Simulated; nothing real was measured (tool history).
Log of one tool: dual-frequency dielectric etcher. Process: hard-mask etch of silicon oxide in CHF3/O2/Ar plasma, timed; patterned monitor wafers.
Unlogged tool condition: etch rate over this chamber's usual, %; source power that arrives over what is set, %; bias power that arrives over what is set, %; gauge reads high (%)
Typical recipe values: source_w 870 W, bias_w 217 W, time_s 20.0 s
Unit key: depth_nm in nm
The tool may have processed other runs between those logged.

run	hour	source_w	bias_w	time_s	wafers since the last listed run	hours since the last wet clean	hours since the last source power generator calibration	hours since the last bias power generator calibration	hours since the last upper electrode change	hours since the gauge calibration	read-back reference wafer on the same gauge, depth_nm	depth_nm
1	0.0	870	217	20.0	0	137.5	3988.7	2630.1	3668.3	1659.4	55.44	50.70
2	96.7	870	217	20.0	1188	234.2	4085.4	2726.8	3765.0	1756.1	55.50	50.26
3	182.8	870	217	20.0	1058	320.3	4171.5	2812.9	3851.1	1842.2	55.59	49.40
4	246.9	870	217	20.0	787	384.4	4235.6	2877.0	3915.2	1906.3	55.46	48.57
5	339.0	920	217	20.0	1131	476.5	4327.7	2969.1	4007.3	1998.4	55.51	49.42
# hour 428.5: wet clean of the chamber
6	429.0	920	217	20.0	811	0.5	4417.7	3059.1	4097.3	2088.4	55.55	52.07
7	446.2	870	217	20.0	211	17.7	4434.9	3076.3	4114.5	2105.6	55.52	50.93
# hour 481.1: upper electrode replaced
8	527.9	870	217	20.0	709	99.4	4516.6	3158.0	46.8	2187.3	55.49	51.14
9	601.3	870	217	20.0	902	172.8	4590.0	3231.4	120.2	2260.7	55.50	50.78
10	648.7	870	217	15.5	582	220.2	4637.4	3278.8	167.6	2308.1	55.47	38.72
11	752.4	870	217	15.5	1274	323.9	4741.1	3382.5	271.3	2411.8	55.52	38.42
# hour 777.4: bias power generator calibrated
12	800.6	980	217	20.0	543	372.1	4789.3	23.2	319.5	2460.0	55.55	50.93
# hour 853.2: gauge calibrated
13	901.2	870	189	15.5	1236	472.7	4889.9	123.8	420.1	48.0	55.46	35.86
# hour 955.5: wet clean of the chamber
# hour 1000.0: source power generator calibrated
14	1042.1	870	217	20.0	1387	86.6	42.1	264.7	561.0	188.9	55.51	50.74
15	1126.1	870	217	20.0	1032	170.6	126.1	348.7	645.0	272.9	55.50	50.84
16	1164.7	870	217	16.5	474	209.2	164.7	387.3	683.6	311.5	55.57	41.48
17	1240.6	720	217	20.0	932	285.1	240.6	463.2	759.5	387.4	55.50	47.50
18	1308.4	990	217	20.0	833	352.9	308.4	531.0	827.3	455.2	55.50	51.05
19	1344.8	1040	217	21.5	447	389.3	344.8	567.4	863.7	491.6	55.47	55.71
# hour 1392.4: wet clean of the chamber
20	1449.9	760	236	20.0	996	57.5	449.9	672.5	968.8	596.7	55.52	51.05
21	1507.6	720	247	20.0	709	115.2	507.6	730.2	1026.5	654.4	55.52	51.46
22	1585.0	870	217	22.0	951	192.6	585.0	807.6	1103.9	731.8	55.43	55.26
23	1650.1	870	217	20.0	800	257.7	650.1	872.7	1169.0	796.9	55.53	49.63
24	1731.2	700	181	23.5	996	338.8	731.2	953.8	1250.1	878.0	55.48	50.82
25	1818.2	870	250	14.5	1069	425.8	818.2	1040.8	1337.1	965.0	55.44	37.98
# hour 1864.5: wet clean of the chamber
26	1919.4	870	217	20.0	948	54.9	919.4	1142.0	1438.3	1066.2	55.54	51.02
27	1978.3	870	217	20.0	723	113.8	978.3	1200.9	1497.2	1125.1	55.46	50.44
28	2053.3	870	217	20.0	921	188.8	1053.3	1275.9	1572.2	1200.1	55.43	50.29

Predict each of these 5 candidate next runs independently; none follows another, all start after run 28:
A	2053.7	870	217	20.0	4	189.2	1053.7	1276.3	1572.6	1200.5	?	?
B	2053.7	1040	176	24.0	4	189.2	1053.7	1276.3	1572.6	1200.5	?	?
C	2053.7	1080	266	20.0	4	189.2	1053.7	1276.3	1572.6	1200.5	?	?
D	2053.7	700	217	20.0	4	189.2	1053.7	1276.3	1572.6	1200.5	?	?
E	2053.7	870	217	24.5	4	189.2	1053.7	1276.3	1572.6	1200.5	?	?

run	read-back reference wafer on the same gauge, depth_nm	depth_nm
A	55.48	50.13
B	55.48	57.92
C	55.48	57.99
D	55.48	47.35
E	55.48	61.41
The same runs, with their run-to-run variation unchanged, on a tool lacking any hidden condition would have given:
run	depth_nm
A	51.46
B	59.46
C	59.53
D	48.61
E	63.04
